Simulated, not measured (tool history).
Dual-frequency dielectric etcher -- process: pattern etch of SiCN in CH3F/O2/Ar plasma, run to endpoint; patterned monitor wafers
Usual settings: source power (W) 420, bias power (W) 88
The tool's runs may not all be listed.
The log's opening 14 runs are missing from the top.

run	hour	source power (W)	bias power (W)	incoming incoming film thickness, nm	endpoint time (s)
# hour 712.7: wet clean of the chamber
15	718.1	450	81	8.09	19
16	777.4	330	74	8.03	22.6
17	817.7	500	88	8.07	17.5
18	852.3	370	78	8.18	21.5
19	900	420	88	8.08	19
20	1000.5	480	100	8.17	17.2
# hour 1019: bias power generator calibrated
21	1047.3	420	88	8.09	19.1
22	1109.5	470	80	8.13	19.2
# hour 1146: upper electrode replaced
23	1177	510	82	8.07	18.3
24	1230.8	420	88	8.14	19.6
25	1260.2	420	88	8.11	19.5
# hour 1314.7: wet clean of the chamber
26	1330.3	320	74	8.11	23.1
27	1399.1	370	72	8.11	21.8
28	1429.4	420	88	8.18	19.1
29	1464.6	420	100	8.12	17.6
30	1518.6	420	88	8.2	19.1
31	1545.8	510	104	8.13	16.3
32	1603.4	520	88	8.1	17.3
33	1645.3	490	105	8.15	16.9
34	1697.1	420	88	8.17	19.4

5 ways to go on from here, each from the tool as it stands after run 34. What would each give?
A	1697.5	420	76	8.16	?
B	1697.5	500	103	8.16	?
C	1697.5	460	74	8.16	?
D	1697.5	350	100	8.16	?
E	1697.5	480	88	8.16	?

run	endpoint time (s)
A	20.6
B	16.6
C	20
D	19.6
E	18.2
Stripped of hidden state, with their random variation kept, the same runs would have yielded:
run	endpoint time (s)
A	20.1
B	16.2
C	19.5
D	19.1
E	17.7
